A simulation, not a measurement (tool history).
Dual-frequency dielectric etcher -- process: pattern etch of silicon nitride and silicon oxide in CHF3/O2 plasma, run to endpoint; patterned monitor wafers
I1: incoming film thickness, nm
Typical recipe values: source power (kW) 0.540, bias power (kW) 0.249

Run 1, hour 0.0: usual settings; I1 156.1. Result: endpoint time (s) 103.4.
Run 2, hour 51.3: usual settings; I1 155.4. Result: endpoint time (s) 102.9.
Run 3, hour 82.0: usual settings; I1 156.5. Result: endpoint time (s) 102.9.
Run 4, hour 126.8: usual settings but source power (kW) 0.650; I1 156.1. Result: endpoint time (s) 92.8.
Run 5, hour 151.2: usual settings but source power (kW) 0.650; I1 155.1. Result: endpoint time (s) 92.4.
At hour 184.3: source power generator calibrated.
At hour 189.7: bias power generator calibrated.
Run 6, hour 199.4: usual settings but source power (kW) 0.650; I1 156.0. Result: endpoint time (s) 92.5.
Run 7, hour 268.2: usual settings but source power (kW) 0.630; I1 156.3. Result: endpoint time (s) 93.4.
Run 8, hour 314.0: usual settings but source power (kW) 0.650; I1 155.7. Result: endpoint time (s) 91.5.
At hour 346.1: upper electrode replaced.
Run 9, hour 359.1: usual settings but source power (kW) 0.430, bias power (kW) 0.189; I1 157.2. Result: endpoint time (s) 126.2.

Expected results for the next run?
At hour 429.3: wet clean of the chamber.
Run 10, hour 429.8: usual settings but source power (kW) 0.430, bias power (kW) 0.306; I1 156.3. Result: endpoint time (s) ?.

endpoint time (s): 110.2
Minus the tool's unlogged condition, the same run would have read endpoint time (s) 110.4.

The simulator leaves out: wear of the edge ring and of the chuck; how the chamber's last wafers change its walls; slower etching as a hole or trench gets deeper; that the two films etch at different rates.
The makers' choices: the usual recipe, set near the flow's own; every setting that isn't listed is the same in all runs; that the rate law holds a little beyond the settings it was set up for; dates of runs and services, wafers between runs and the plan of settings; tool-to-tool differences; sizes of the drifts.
